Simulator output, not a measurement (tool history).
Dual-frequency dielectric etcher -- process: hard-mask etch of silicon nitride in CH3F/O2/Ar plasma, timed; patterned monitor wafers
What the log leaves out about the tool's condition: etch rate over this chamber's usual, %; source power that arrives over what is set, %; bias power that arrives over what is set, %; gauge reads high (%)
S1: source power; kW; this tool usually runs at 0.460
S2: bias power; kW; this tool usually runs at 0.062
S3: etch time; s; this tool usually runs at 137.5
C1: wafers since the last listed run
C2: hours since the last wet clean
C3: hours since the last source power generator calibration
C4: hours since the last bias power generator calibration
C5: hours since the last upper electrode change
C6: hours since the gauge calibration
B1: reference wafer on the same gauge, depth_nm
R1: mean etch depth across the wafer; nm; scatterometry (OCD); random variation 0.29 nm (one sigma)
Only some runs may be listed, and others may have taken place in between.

run,hour,S1,S2,S3,C1,C2,C3,C4,C5,C6,B1,R1
1,0.0,0.460,0.062,137.5,0,0.5,2065.0,2250.5,1210.7,545.7,89.2,94.3
2,19.3,0.460,0.062,137.5,96,19.8,2084.3,2269.8,1230.0,565.0,89.2,93.9
3,54.4,0.460,0.062,137.5,175,54.9,2119.4,2304.9,1265.1,600.1,89.2,93.9
4,81.0,0.460,0.062,137.5,132,81.5,2146.0,2331.5,1291.7,626.7,89.2,93.5
5,133.3,0.460,0.057,137.5,260,133.8,2198.3,2383.8,1344.0,679.0,89.1,92.9
6,161.9,0.460,0.057,137.5,142,162.4,2226.9,2412.4,1372.6,707.6,89.3,92.5
7,208.3,0.460,0.062,137.5,231,208.8,2273.3,2458.8,1419.0,754.0,89.2,93.5
8,272.5,0.460,0.062,137.5,320,273.0,2337.5,2523.0,1483.2,818.2,89.3,94.4
9,386.0,0.460,0.062,137.5,566,386.5,2451.0,2636.5,1596.7,931.7,89.3,94.1
# hour 456.1: wet clean of the chamber
10,456.6,0.460,0.062,137.5,232,0.5,2521.6,2707.1,1667.3,1002.3,89.2,94.0
11,515.0,0.460,0.062,137.5,291,58.9,2580.0,2765.5,1725.7,1060.7,89.2,93.8
12,579.4,0.460,0.062,137.5,321,123.3,2644.4,2829.9,1790.1,1125.1,89.2,93.8
13,631.7,0.460,0.062,137.5,260,175.6,2696.7,2882.2,1842.4,1177.4,89.1,94.0
# hour 683.8: upper electrode replaced
14,684.3,0.520,0.062,137.5,142,228.2,2749.3,2934.8,0.5,1230.0,89.2,96.6
15,715.2,0.350,0.062,166.5,154,259.1,2780.2,2965.7,31.4,1260.9,89.2,105.8
# hour 743.8: source power generator calibrated
16,783.4,0.460,0.062,137.5,320,327.3,39.6,3033.9,99.6,1329.1,89.2,93.4
# hour 794.0: gauge calibrated
17,850.3,0.460,0.062,137.5,333,394.2,106.5,3100.8,166.5,56.3,89.2,93.9
18,877.1,0.400,0.046,100.5,133,421.0,133.3,3127.6,193.3,83.1,89.2,63.6
# hour 909.8: wet clean of the chamber
19,946.9,0.460,0.062,137.5,228,37.1,203.1,3197.4,263.1,152.9,89.2,93.8
20,1010.3,0.460,0.062,137.5,316,100.5,266.5,3260.8,326.5,216.3,89.2,94.0
21,1044.7,0.540,0.070,178.5,171,134.9,300.9,3295.2,360.9,250.7,89.2,130.1
# hour 1097.3: bias power generator calibrated
22,1116.7,0.460,0.055,120.5,339,206.9,372.9,19.4,432.9,322.7,89.1,80.5
23,1182.3,0.550,0.062,137.5,327,272.5,438.5,85.0,498.5,388.3,89.2,98.1
24,1232.1,0.350,0.053,103.0,248,322.3,488.3,134.8,548.3,438.1,89.3,64.0
25,1280.8,0.460,0.062,137.5,243,371.0,537.0,183.5,597.0,486.8,89.2,93.5
# hour 1328.0: wet clean of the chamber
26,1390.4,0.380,0.046,124.5,427,62.4,646.6,293.1,706.6,596.4,89.2,77.0
27,1417.6,0.460,0.053,106.5,135,89.6,673.8,320.3,733.8,623.6,89.2,70.5
28,1442.3,0.570,0.048,173.0,123,114.3,698.5,345.0,758.5,648.3,89.2,119.9
29,1484.4,0.550,0.068,110.5,210,156.4,740.6,387.1,800.6,690.4,89.2,80.5
30,1547.1,0.490,0.050,113.0,312,219.1,803.3,449.8,863.3,753.1,89.2,75.6

Alternative continuations, all from the tool just after run 30; predict every row:
A,1547.6,0.460,0.062,137.5,2,219.6,803.8,450.3,863.8,753.6,?,?
B,1547.6,0.570,0.062,164.0,2,219.6,803.8,450.3,863.8,753.6,?,?
C,1547.6,0.460,0.066,137.5,2,219.6,803.8,450.3,863.8,753.6,?,?
D,1547.6,0.360,0.075,157.0,2,219.6,803.8,450.3,863.8,753.6,?,?

run,B1,R1
A,89.2,94.0
B,89.2,118.8
C,89.2,95.0
D,89.2,104.5
The same runs, with their run-to-run variation unchanged, on a tool lacking any hidden condition would have given:
run,R1
A,94.0
B,118.8
C,95.0
D,104.5

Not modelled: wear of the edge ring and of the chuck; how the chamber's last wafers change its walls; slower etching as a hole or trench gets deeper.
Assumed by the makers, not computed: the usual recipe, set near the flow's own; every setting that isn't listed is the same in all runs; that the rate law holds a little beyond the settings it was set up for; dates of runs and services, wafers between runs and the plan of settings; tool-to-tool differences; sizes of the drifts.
